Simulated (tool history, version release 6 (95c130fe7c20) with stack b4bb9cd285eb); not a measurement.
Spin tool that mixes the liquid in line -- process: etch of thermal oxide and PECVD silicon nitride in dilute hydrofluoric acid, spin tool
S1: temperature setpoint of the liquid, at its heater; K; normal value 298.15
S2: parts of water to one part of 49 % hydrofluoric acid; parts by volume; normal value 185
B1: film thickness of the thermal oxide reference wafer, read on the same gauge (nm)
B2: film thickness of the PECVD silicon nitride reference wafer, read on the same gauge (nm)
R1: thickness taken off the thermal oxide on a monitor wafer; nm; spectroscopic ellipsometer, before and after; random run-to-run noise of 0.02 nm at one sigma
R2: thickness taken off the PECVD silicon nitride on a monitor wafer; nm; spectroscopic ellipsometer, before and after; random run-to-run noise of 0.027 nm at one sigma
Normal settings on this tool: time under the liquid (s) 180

{"run": 1, "hour": 0.0, "S1": 298.15, "S2": 185, "time under the liquid (s)": 180, "B1": 29.996, "B2": 119.98, "R1": 4.589, "R2": 6.04}
{"run": 2, "hour": 14.4, "S1": 298.15, "S2": 185, "time under the liquid (s)": 180, "B1": 29.988, "B2": 120.02, "R1": 4.531, "R2": 6.03}
{"run": 3, "hour": 23.8, "S1": 294.15, "S2": 185, "time under the liquid (s)": 140, "B1": 30.012, "B2": 119.96, "R1": 3.052, "R2": 3.62}
{"run": 4, "hour": 30.7, "S1": 298.15, "S2": 185, "time under the liquid (s)": 180, "B1": 30.017, "B2": 120.01, "R1": 4.553, "R2": 6.04}
{"hour": 40.2, "done": "hydrofluoric acid flow meter replaced"}
{"run": 5, "hour": 41.5, "S1": 298.15, "S2": 185, "time under the liquid (s)": 180, "B1": 30.006, "B2": 120.03, "R1": 4.169, "R2": 5.66}
{"run": 6, "hour": 85.4, "S1": 298.15, "S2": 185, "time under the liquid (s)": 180, "B1": 29.983, "B2": 119.97, "R1": 4.218, "R2": 5.67}
{"run": 7, "hour": 97.7, "S1": 298.15, "S2": 185, "time under the liquid (s)": 180, "B1": 29.991, "B2": 120.0, "R1": 4.199, "R2": 5.63}
{"run": 8, "hour": 112.2, "S1": 298.15, "S2": 185, "time under the liquid (s)": 180, "B1": 29.967, "B2": 119.96, "R1": 4.17, "R2": 5.59}
{"run": 9, "hour": 119.1, "S1": 295.65, "S2": 210, "time under the liquid (s)": 215, "B1": 30.0, "B2": 120.01, "R1": 3.921, "R2": 5.09}
{"run": 10, "hour": 134.2, "S1": 300.65, "S2": 185, "time under the liquid (s)": 180, "B1": 29.994, "B2": 119.98, "R1": 4.596, "R2": 6.55}
{"run": 11, "hour": 146.3, "S1": 301.15, "S2": 150, "time under the liquid (s)": 220, "B1": 30.028, "B2": 119.98, "R1": 7.386, "R2": 10.3}
{"hour": 159.9, "done": "gauge calibrated"}
{"run": 12, "hour": 162.0, "S1": 296.15, "S2": 185, "time under the liquid (s)": 140, "B1": 29.987, "B2": 120.02, "R1": 3.029, "R2": 3.84}
{"run": 13, "hour": 173.3, "S1": 302.65, "S2": 185, "time under the liquid (s)": 180, "B1": 29.99, "B2": 119.97, "R1": 4.991, "R2": 7.5}
{"run": 14, "hour": 185.8, "S1": 298.15, "S2": 185, "time under the liquid (s)": 180, "B1": 30.017, "B2": 120.03, "R1": 4.174, "R2": 5.66}
{"run": 15, "hour": 197.9, "S1": 298.15, "S2": 185, "time under the liquid (s)": 215, "B1": 30.01, "B2": 119.98, "R1": 5.018, "R2": 6.78}
{"run": 16, "hour": 215.9, "S1": 298.15, "S2": 185, "time under the liquid (s)": 180, "B1": 30.015, "B2": 119.96, "R1": 4.215, "R2": 5.69}
{"run": 17, "hour": 231.3, "S1": 296.65, "S2": 220, "time under the liquid (s)": 180, "B1": 30.006, "B2": 120.0, "R1": 3.245, "R2": 4.34}
{"hour": 236.6, "done": "thermometer replaced"}
{"run": 18, "hour": 247.0, "S1": 296.15, "S2": 95, "time under the liquid (s)": 280, "B1": 29.996, "B2": 119.97, "R1": 13.195, "R2": 14.91}
{"run": 19, "hour": 263.3, "S1": 298.15, "S2": 185, "time under the liquid (s)": 180, "B1": 30.004, "B2": 119.96, "R1": 4.242, "R2": 5.69}
{"run": 20, "hour": 278.5, "S1": 302.15, "S2": 130, "time under the liquid (s)": 250, "B1": 29.963, "B2": 119.99, "R1": 10.403, "R2": 14.5}
{"run": 21, "hour": 292.6, "S1": 298.15, "S2": 235, "time under the liquid (s)": 115, "B1": 29.996, "B2": 120.01, "R1": 2.021, "R2": 2.86}
{"run": 22, "hour": 300.9, "S1": 294.65, "S2": 185, "time under the liquid (s)": 90, "B1": 29.984, "B2": 120.0, "R1": 1.85, "R2": 2.27}
{"run": 23, "hour": 311.5, "S1": 298.15, "S2": 185, "time under the liquid (s)": 240, "B1": 29.977, "B2": 119.97, "R1": 5.698, "R2": 7.58}
{"run": 24, "hour": 329.1, "S1": 298.15, "S2": 185, "time under the liquid (s)": 180, "B1": 30.029, "B2": 120.03, "R1": 4.217, "R2": 5.76}
{"run": 25, "hour": 340.7, "S1": 301.65, "S2": 185, "time under the liquid (s)": 125, "B1": 29.981, "B2": 119.97, "R1": 3.368, "R2": 4.93}
{"run": 26, "hour": 352.6, "S1": 298.15, "S2": 185, "time under the liquid (s)": 180, "B1": 30.041, "B2": 119.98, "R1": 4.3, "R2": 5.72}
{"run": 27, "hour": 366.8, "S1": 298.15, "S2": 185, "time under the liquid (s)": 120, "B1": 29.99, "B2": 120.03, "R1": 2.828, "R2": 3.79}

How would selected steps in R1 from run to run divide? Give the signed amount a tool lacking its hidden state would still show from settings, what came in and random variation, and the signed amount left for the hidden state, including any gauge scatter that is not in both of the compared results.
Hidden state at play: liquid colder than its thermometer reads (K); hydrofluoric acid flow above the setpoint (%); gauge reads high (%).
Run 4 -> 5: hydrofluoric acid flow meter replaced. R1 -0.384 nm: hidden state -0.363, all else -0.021.
Run 17 -> 18: S1 296.65 -> 296.15, S2 220 -> 95, time under the liquid (s) 180 -> 280, thermometer replaced. R1 +9.950 nm: hidden state +0.140, all else +9.810.
Run 18 -> 19: S1 296.15 -> 298.15, S2 95 -> 185, time under the liquid (s) 280 -> 180. R1 -8.953 nm: hidden state -0.120, all else -8.833.
